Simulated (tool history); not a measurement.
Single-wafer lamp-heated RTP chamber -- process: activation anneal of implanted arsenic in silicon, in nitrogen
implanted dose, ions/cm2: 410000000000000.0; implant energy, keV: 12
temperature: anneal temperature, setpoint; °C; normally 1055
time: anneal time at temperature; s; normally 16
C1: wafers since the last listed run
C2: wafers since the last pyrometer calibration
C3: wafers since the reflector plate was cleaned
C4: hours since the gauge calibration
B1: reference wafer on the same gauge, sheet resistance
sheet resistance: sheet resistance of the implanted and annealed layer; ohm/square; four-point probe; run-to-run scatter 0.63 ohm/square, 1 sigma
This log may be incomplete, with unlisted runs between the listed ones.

Run 1, hour 0.0: usual settings; C1 0; C2 1402; C3 3156; C4 239.3; B1 251.00. Result: sheet resistance 223.82 ohm/square.
At hour 53.6: pyrometer window cleaned and pyrometer calibrated.
Run 2, hour 59.8: usual settings; C1 747; C2 89; C3 3903; C4 299.1; B1 250.95. Result: sheet resistance 226.14 ohm/square.
Run 3, hour 113.9: usual settings; C1 780; C2 869; C3 4684; C4 353.2; B1 250.96. Result: sheet resistance 224.67 ohm/square.
Run 4, hour 140.2: usual settings; C1 379; C2 1249; C3 5063; C4 379.5; B1 251.02. Result: sheet resistance 221.92 ohm/square.
At hour 177.3: reflector plate cleaned.
Run 5, hour 186.7: usual settings; C1 555; C2 1804; C3 134; C4 426.0; B1 251.08. Result: sheet resistance 222.50 ohm/square.
Run 6, hour 217.9: usual settings; C1 449; C2 2254; C3 584; C4 457.2; B1 251.08. Result: sheet resistance 223.44 ohm/square.
At hour 239.0: pyrometer window cleaned and pyrometer calibrated.
Run 7, hour 286.8: usual settings but temperature 1043 °C, time 14 s; C1 878; C2 689; C3 1463; C4 526.1; B1 251.02. Result: sheet resistance 227.86 ohm/square.
Run 8, hour 317.3: usual settings but temperature 1043 °C, time 14 s; C1 439; C2 1129; C3 1903; C4 556.6; B1 251.16. Result: sheet resistance 226.25 ohm/square.
Run 9, hour 364.3: usual settings but temperature 1043 °C, time 14 s; C1 677; C2 1807; C3 2580; C4 603.6; B1 250.98. Result: sheet resistance 227.97 ohm/square.
At hour 407.6: pyrometer window cleaned and pyrometer calibrated.
At hour 411.5: gauge calibrated.
Run 10, hour 424.5: usual settings; C1 752; C2 244; C3 3333; C4 13.0; B1 251.02. Result: sheet resistance 223.72 ohm/square.
Run 11, hour 464.4: usual settings but temperature 1047 °C, time 21 s; C1 575; C2 819; C3 3909; C4 52.9; B1 250.81. Result: sheet resistance 222.68 ohm/square.
Run 12, hour 539.7: usual settings but temperature 1066 °C, time 25 s; C1 1086; C2 1905; C3 4995; C4 128.2; B1 250.88. Result: sheet resistance 213.26 ohm/square.
At hour 558.3: pyrometer window cleaned and pyrometer calibrated.
At hour 588.5: reflector plate cleaned.
Run 13, hour 604.6: usual settings but temperature 1043 °C, time 19 s; C1 705; C2 553; C3 232; C4 193.1; B1 251.13. Result: sheet resistance 225.65 ohm/square.
Run 14, hour 647.2: usual settings but temperature 1083 °C, time 7 s; C1 614; C2 1167; C3 846; C4 235.7; B1 251.13. Result: sheet resistance 224.98 ohm/square.
Run 15, hour 697.0: usual settings but temperature 1079 °C, time 13 s; C1 718; C2 1885; C3 1564; C4 285.5; B1 250.92. Result: sheet resistance 218.69 ohm/square.
At hour 709.6: pyrometer window cleaned and pyrometer calibrated.
Run 16, hour 760.0: usual settings but temperature 1046 °C, time 22 s; C1 793; C2 726; C3 2358; C4 348.5; B1 250.98. Result: sheet resistance 222.81 ohm/square.
Run 17, hour 829.7: usual settings; C1 1005; C2 1731; C3 3363; C4 418.2; B1 251.02. Result: sheet resistance 222.45 ohm/square.
At hour 871.8: pyrometer window cleaned and pyrometer calibrated.
Run 18, hour 878.3: usual settings but temperature 1083 °C, time 20 s; C1 585; C2 94; C3 3948; C4 466.8; B1 251.08. Result: sheet resistance 214.53 ohm/square.

What if the next run were any one of these 5? Each begins from the tool's condition after run 18:
Run A, hour 878.7: usual settings but time 7 s; C1 5; C2 100; C3 3954; C4 467.2; B1 ?. Result: sheet resistance ?.
Run B, hour 878.7: usual settings but temperature 1029 °C; C1 5; C2 100; C3 3954; C4 467.2; B1 ?. Result: sheet resistance ?.
Run C, hour 878.7: usual settings but temperature 1033 °C, time 19 s; C1 5; C2 100; C3 3954; C4 467.2; B1 ?. Result: sheet resistance ?.
Run D, hour 878.7: usual settings but temperature 1073 °C, time 23 s; C1 5; C2 100; C3 3954; C4 467.2; B1 ?. Result: sheet resistance ?.
Run E, hour 878.7: usual settings but temperature 1043 °C, time 9 s; C1 5; C2 100; C3 3954; C4 467.2; B1 ?. Result: sheet resistance ?.

run      B1  sheet resistance
  A  250.92            234.25
  B  250.92            231.90
  C  250.92            229.35
  D  250.92            216.38
  E  250.92            234.33
What these runs would have given with no unlogged condition in the tool:
run  sheet resistance
  A            234.69
  B            232.36
  C            229.88
  D            217.05
  E            234.75
